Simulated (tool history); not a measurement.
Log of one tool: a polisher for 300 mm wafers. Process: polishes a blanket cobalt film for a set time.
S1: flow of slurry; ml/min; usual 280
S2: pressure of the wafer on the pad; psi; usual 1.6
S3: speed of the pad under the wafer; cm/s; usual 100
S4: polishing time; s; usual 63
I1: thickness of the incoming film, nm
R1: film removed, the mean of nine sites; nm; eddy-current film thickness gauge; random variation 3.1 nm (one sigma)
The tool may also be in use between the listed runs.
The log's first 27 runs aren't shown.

run   hour   S1   S2   S3  S4     I1     R1
 28  310.2  215  1.4  122  56  720.3  222.0
     329.3  -- head pressure recalibrated
 29  329.8  215  2.0  100  63  714.8  291.6
 30  343.0  280  1.6  100  63  709.6  244.8
 31  360.7  235  2.1  100  63  709.9  312.7
 32  377.1  280  1.6  124  63  720.8  286.8
     406.7  -- worn pad replaced by a new one
 33  425.0  280  1.6  100  80  708.8  318.1
 34  441.5  280  1.6  100  51  716.2  201.0
 35  451.2  240  1.2  100  63  710.8  176.3
 36  460.1  280  2.1   88  63  708.4  292.2

5 ways to go on from here, each from the tool as it stands after run 36. What would each give?
  A  460.5  280  1.6  100  63  709.8   ?
  B  460.5  280  1.6  134  63  709.8   ?
  C  460.5  365  2.0  100  63  709.8   ?
  D  460.5  280  1.6  100  81  709.8   ?
  E  460.5  315  1.1  100  63  709.8   ?

run     R1
  A  246.0
  B  313.6
  C  315.0
  D  316.2
  E  171.1
Without the tool's hidden state the same runs would have given:
run     R1
  A  256.8
  B  327.4
  C  328.8
  D  330.1
  E  178.6
